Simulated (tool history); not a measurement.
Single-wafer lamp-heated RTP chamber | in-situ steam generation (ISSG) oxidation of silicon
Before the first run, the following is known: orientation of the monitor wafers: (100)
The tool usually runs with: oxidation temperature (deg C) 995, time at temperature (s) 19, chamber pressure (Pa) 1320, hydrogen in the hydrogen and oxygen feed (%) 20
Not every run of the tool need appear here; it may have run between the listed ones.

run,hour,oxidation temperature (deg C),time at temperature (s),chamber pressure (Pa),hydrogen in the hydrogen and oxygen feed (%),"read-back reference wafer on the same gauge, thickness",oxide thickness on the monitor wafer (Å)
1,0,995,19,1320,20,4.123,48.5
2,14.4,995,19,1320,20,4.119,48.47
3,24.3,995,19,1360,20,4.117,48.12
4,39.8,995,19,1360,20,4.12,48.33
5,55.7,995,15,1320,14,4.12,40.33
6,73.3,995,15,1320,14,4.12,40.4
7,83.2,995,15,1320,14,4.119,40.32
8,91.6,995,19,1320,23,4.12,50.22
9,98,995,19,1320,20,4.119,48.63
10,104.9,995,19,1320,20,4.121,48.63
11,118.9,995,19,1320,20,4.122,48.89
12,125.3,995,19,1320,20,4.119,48.73
13,132.3,995,19,1320,20,4.118,48.74
14,173.7,995,21,1320,20,4.122,51.17
15,181.9,995,19,1320,29,4.119,53.08
16,192.9,990,15,1360,13,4.119,38.98
17,203.6,984,19,1320,20,4.12,46.81
18,216,995,19,1120,14,4.121,45.98
19,222,995,19,1320,20,4.119,48.96
20,237.9,1006,19,1320,20,4.12,49.18
21,241.2,995,25,1320,20,4.119,53.45
22,254.7,995,19,1320,20,4.119,47.11
23,266.9,995,15,1320,29,4.121,46.1
24,274.5,980,19,1320,28,4.12,47.89
25,286.1,1006,24,1320,17,4.121,53.22
26,299.4,983,19,1360,20,4.122,44.82
27,306.7,995,15,1320,14,4.119,39.29
28,323.3,983,19,1360,20,4.12,44.89
29,336.4,995,13,1320,12,4.12,35.62
30,345.1,995,19,1320,20,4.121,47.22

The log once held 4 entries between its listed runs, left out of this copy. Where does each go, and what is different about the tool's unlogged condition between the listed run before it and the listed run after it?
In the gap between runs 13 and 14: gauge calibrated (hour 166.3)
  true wafer temperature minus pyrometer reading, K: 9.58 -> 10
  difference, measured minus the result without the unlogged condition, oxide thickness on the monitor wafer (Å): +1.83 -> +2.08
In the gap between runs 17 and 18: pressure gauge zeroed (hour 215.5)
  true wafer temperature minus pyrometer reading, K: 10.3 -> 10.5
  difference, measured minus the result without the unlogged condition, oxide thickness on the monitor wafer (Å): +1.77 -> +1.89
In the gap between runs 19 and 20: hydrogen flow controller replaced (hour 235.8); pyrometer window cleaned and pyrometer calibrated (hour 237.4)
  true wafer temperature minus pyrometer reading, K: 10.5 -> 0.61
  difference, measured minus the result without the unlogged condition, oxide thickness on the monitor wafer (Å): +2.03 -> +0.12
